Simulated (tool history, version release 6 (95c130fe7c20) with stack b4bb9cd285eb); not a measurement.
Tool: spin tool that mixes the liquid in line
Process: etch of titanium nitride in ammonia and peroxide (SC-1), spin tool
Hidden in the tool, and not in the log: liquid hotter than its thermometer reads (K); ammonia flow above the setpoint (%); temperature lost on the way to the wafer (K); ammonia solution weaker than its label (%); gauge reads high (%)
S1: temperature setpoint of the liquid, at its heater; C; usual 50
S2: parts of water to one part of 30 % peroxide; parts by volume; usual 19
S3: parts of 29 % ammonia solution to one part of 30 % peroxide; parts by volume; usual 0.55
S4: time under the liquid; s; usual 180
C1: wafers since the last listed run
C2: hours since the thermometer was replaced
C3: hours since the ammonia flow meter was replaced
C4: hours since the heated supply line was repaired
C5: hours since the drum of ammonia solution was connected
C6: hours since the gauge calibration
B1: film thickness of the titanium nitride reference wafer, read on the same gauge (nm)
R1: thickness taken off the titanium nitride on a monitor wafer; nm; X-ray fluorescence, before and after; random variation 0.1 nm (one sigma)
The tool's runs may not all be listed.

run,day,S1,S2,S3,S4,C1,C2,C3,C4,C5,C6,B1,R1
1,0,50,19,0.55,180,0,557.7,681.8,154.2,752.9,315.6,148.37,12.23
2,3.133,50,19,0.55,180,330,632.9,757,229.4,828.1,390.8,147.87,11.86
# day 3.221: new drum of ammonia solution connected
3,4.625,44.5,14.5,0.55,145,153,668.7,792.8,265.2,33.7,426.6,147.7,7.58
4,7.562,50,19,0.55,180,310,739.2,863.3,335.7,104.2,497.1,147.23,11.86
5,9.45,50,19,0.55,180,199,784.5,908.6,381,149.5,542.4,146.99,11.95
6,12.238,50,19,0.55,180,294,851.4,975.5,447.9,216.4,609.3,146.61,11.74
7,13.812,41.5,19,0.4,180,166,889.2,1013.3,485.7,254.2,647.1,146.35,6.12
8,16.421,50,19,0.55,180,275,951.8,1075.9,548.3,316.8,709.7,145.93,12.06
9,18.196,59,24.5,0.25,130,187,994.4,1118.5,590.9,359.4,752.3,145.72,11.78
10,19.742,56,19,0.55,280,163,1031.5,1155.6,628,396.5,789.4,145.5,27.84
11,22.329,42,15.5,0.45,135,273,1093.6,1217.7,690.1,458.6,851.5,145.13,5.28
12,23.888,50,11.5,0.55,245,164,1131,1255.1,727.5,496,888.9,144.89,20.97
13,26.517,50,19,0.55,140,277,1194.1,1318.2,790.6,559.1,952,144.54,9.08
14,28.658,50,19,0.55,180,226,1245.5,1369.6,842,610.5,1003.4,144.25,11.78
15,30.904,50,27.5,0.55,180,237,1299.4,1423.5,895.9,664.4,1057.3,143.87,9.5
16,33.188,50,19,0.55,260,240,1354.2,1478.3,950.7,719.2,1112.1,143.57,17.1
17,35.704,50,19,0.55,180,265,1414.6,1538.7,1011.1,779.6,1172.5,143.23,11.54
18,37.242,50,22.5,0.65,180,162,1451.5,1575.6,1048,816.5,1209.4,142.95,11.03
# day 37.708: new drum of ammonia solution connected
19,38.925,50,28,0.45,180,173,1491.9,1616,1088.4,29.2,1249.8,142.77,8.86
20,40.062,44.5,16.5,0.8,110,120,1519.2,1643.3,1115.7,56.5,1277.1,142.6,5.59
21,42.242,50,19,0.25,255,230,1571.5,1695.6,1168,108.8,1329.4,142.26,14.42
22,43.588,55,15,0.45,180,142,1603.8,1727.9,1200.3,141.1,1361.7,142.07,17.75
23,44.883,50,19,0.75,150,136,1634.9,1759,1231.4,172.2,1392.8,141.91,10.13

Hidden state or all else? Some run-to-run changes of R1, split into what the settings, what came in and random variation would give without the hidden state, and what is left for the hidden state (with any gauge scatter that isn't in both results):
Run 9 -> 10: S1 59 -> 56, S2 24.5 -> 19, S3 0.25 -> 0.55, S4 130 -> 280. R1 +16.06 nm: hidden state -0.51, all else +16.57.
Run 10 -> 11: S1 56 -> 42, S2 19 -> 15.5, S3 0.55 -> 0.45, S4 280 -> 135. R1 -22.56 nm: hidden state +0.68, all else -23.24.
Run 11 -> 12: S1 42 -> 50, S2 15.5 -> 11.5, S3 0.45 -> 0.55, S4 135 -> 245. R1 +15.69 nm: hidden state -0.56, all else +16.25.

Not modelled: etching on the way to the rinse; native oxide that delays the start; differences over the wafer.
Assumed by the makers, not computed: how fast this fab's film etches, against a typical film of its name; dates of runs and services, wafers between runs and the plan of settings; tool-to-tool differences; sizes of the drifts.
